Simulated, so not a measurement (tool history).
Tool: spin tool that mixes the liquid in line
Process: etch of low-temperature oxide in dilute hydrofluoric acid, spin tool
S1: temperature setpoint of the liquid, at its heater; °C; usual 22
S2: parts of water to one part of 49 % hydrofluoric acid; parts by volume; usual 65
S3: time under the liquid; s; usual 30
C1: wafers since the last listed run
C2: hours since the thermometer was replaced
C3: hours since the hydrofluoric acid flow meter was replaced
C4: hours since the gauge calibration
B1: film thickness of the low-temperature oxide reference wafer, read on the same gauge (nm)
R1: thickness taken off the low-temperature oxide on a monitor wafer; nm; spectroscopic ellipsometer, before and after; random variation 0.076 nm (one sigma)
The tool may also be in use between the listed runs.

{"run": 1, "hour": 0.0, "S1": 22, "S2": 65, "S3": 30, "C1": 0, "C2": 1743.4, "C3": 1214, "C4": 415, "B1": 150.01, "R1": 14.22}
{"run": 2, "hour": 51.7, "S1": 22, "S2": 65, "S3": 30, "C1": 681, "C2": 1795.1, "C3": 1265.7, "C4": 466.7, "B1": 150.01, "R1": 14.19}
{"run": 3, "hour": 95.8, "S1": 22, "S2": 65, "S3": 30, "C1": 581, "C2": 1839.2, "C3": 1309.8, "C4": 510.8, "B1": 149.97, "R1": 14.12}
{"run": 4, "hour": 167.0, "S1": 22, "S2": 65, "S3": 30, "C1": 939, "C2": 1910.4, "C3": 1381, "C4": 582, "B1": 150.01, "R1": 14.1}
{"run": 5, "hour": 223.7, "S1": 22, "S2": 80, "S3": 35, "C1": 747, "C2": 1967.1, "C3": 1437.7, "C4": 638.7, "B1": 150.02, "R1": 13.03}
{"run": 6, "hour": 274.3, "S1": 22, "S2": 80, "S3": 35, "C1": 667, "C2": 2017.7, "C3": 1488.3, "C4": 689.3, "B1": 150, "R1": 13.07}
{"run": 7, "hour": 305.8, "S1": 22, "S2": 80, "S3": 35, "C1": 415, "C2": 2049.2, "C3": 1519.8, "C4": 720.8, "B1": 150.02, "R1": 13.01}
{"run": 8, "hour": 376.1, "S1": 22, "S2": 65, "S3": 30, "C1": 927, "C2": 2119.5, "C3": 1590.1, "C4": 791.1, "B1": 149.98, "R1": 13.95}
{"run": 9, "hour": 427.8, "S1": 22, "S2": 65, "S3": 30, "C1": 681, "C2": 2171.2, "C3": 1641.8, "C4": 842.8, "B1": 150, "R1": 13.88}
{"run": 10, "hour": 453.1, "S1": 22, "S2": 65, "S3": 30, "C1": 333, "C2": 2196.5, "C3": 1667.1, "C4": 868.1, "B1": 149.98, "R1": 13.92}
{"run": 11, "hour": 543.1, "S1": 25, "S2": 65, "S3": 35, "C1": 1187, "C2": 2286.5, "C3": 1757.1, "C4": 958.1, "B1": 150.02, "R1": 18.28}
{"run": 12, "hour": 578.6, "S1": 25, "S2": 65, "S3": 35, "C1": 468, "C2": 2322, "C3": 1792.6, "C4": 993.6, "B1": 150.01, "R1": 18.2}
{"run": 13, "hour": 632.3, "S1": 22, "S2": 80, "S3": 35, "C1": 708, "C2": 2375.7, "C3": 1846.3, "C4": 1047.3, "B1": 150, "R1": 12.9}
{"run": 14, "hour": 685.1, "S1": 22, "S2": 80, "S3": 20, "C1": 696, "C2": 2428.5, "C3": 1899.1, "C4": 1100.1, "B1": 150, "R1": 7.37}
{"hour": 721.9, "done": "hydrofluoric acid flow meter replaced"}
{"hour": 738.8, "done": "thermometer replaced"}
{"run": 15, "hour": 740.2, "S1": 22, "S2": 65, "S3": 30, "C1": 700, "C2": 1.4, "C3": 18.3, "C4": 1155.2, "B1": 150, "R1": 15.42}
{"run": 16, "hour": 769.4, "S1": 25.5, "S2": 90, "S3": 50, "C1": 385, "C2": 30.6, "C3": 47.5, "C4": 1184.4, "B1": 149.99, "R1": 20.44}
{"hour": 786.5, "done": "gauge calibrated"}
{"run": 17, "hour": 802.6, "S1": 22, "S2": 65, "S3": 30, "C1": 437, "C2": 63.8, "C3": 80.7, "C4": 16.1, "B1": 149.99, "R1": 15.35}
{"run": 18, "hour": 865.8, "S1": 18.5, "S2": 40, "S3": 40, "C1": 833, "C2": 127, "C3": 143.9, "C4": 79.3, "B1": 150.01, "R1": 29.79}
{"run": 19, "hour": 937.8, "S1": 20.5, "S2": 40, "S3": 40, "C1": 949, "C2": 199, "C3": 215.9, "C4": 151.3, "B1": 150, "R1": 31.95}
{"run": 20, "hour": 981.0, "S1": 22, "S2": 65, "S3": 30, "C1": 569, "C2": 242.2, "C3": 259.1, "C4": 194.5, "B1": 150.02, "R1": 15.25}
{"run": 21, "hour": 1017.5, "S1": 19, "S2": 65, "S3": 30, "C1": 481, "C2": 278.7, "C3": 295.6, "C4": 231, "B1": 150.01, "R1": 13.4}
{"run": 22, "hour": 1079.5, "S1": 17.5, "S2": 65, "S3": 30, "C1": 817, "C2": 340.7, "C3": 357.6, "C4": 293, "B1": 149.98, "R1": 12.59}
{"run": 23, "hour": 1140.1, "S1": 24.5, "S2": 40, "S3": 30, "C1": 799, "C2": 401.3, "C3": 418.2, "C4": 353.6, "B1": 149.98, "R1": 28.17}
{"run": 24, "hour": 1177.9, "S1": 17.5, "S2": 40, "S3": 15, "C1": 498, "C2": 439.1, "C3": 456, "C4": 391.4, "B1": 150, "R1": 10.38}

Measured less the same run without the tool's hidden state. The same run-to-run variation is in both; the gauge's scatter may not be:
The hidden state here: liquid colder than its thermometer reads (K); hydrofluoric acid flow below the setpoint (%); gauge reads high (%).
run=1 R1=-1.3
run=2 R1=-1.34
run=3 R1=-1.37
run=4 R1=-1.42
run=5 R1=-1.33
run=6 R1=-1.37
run=7 R1=-1.38
run=8 R1=-1.55
run=9 R1=-1.58
run=10 R1=-1.6
run=11 R1=-2.14
run=12 R1=-2.15
run=13 R1=-1.58
run=14 R1=-0.93
run=15 R1=-0.13
run=16 R1=-0.19
run=17 R1=-0.18
run=18 R1=-0.46
run=19 R1=-0.59
run=20 R1=-0.3
run=21 R1=-0.3
run=22 R1=-0.32
run=23 R1=-0.77
run=24 R1=-0.32
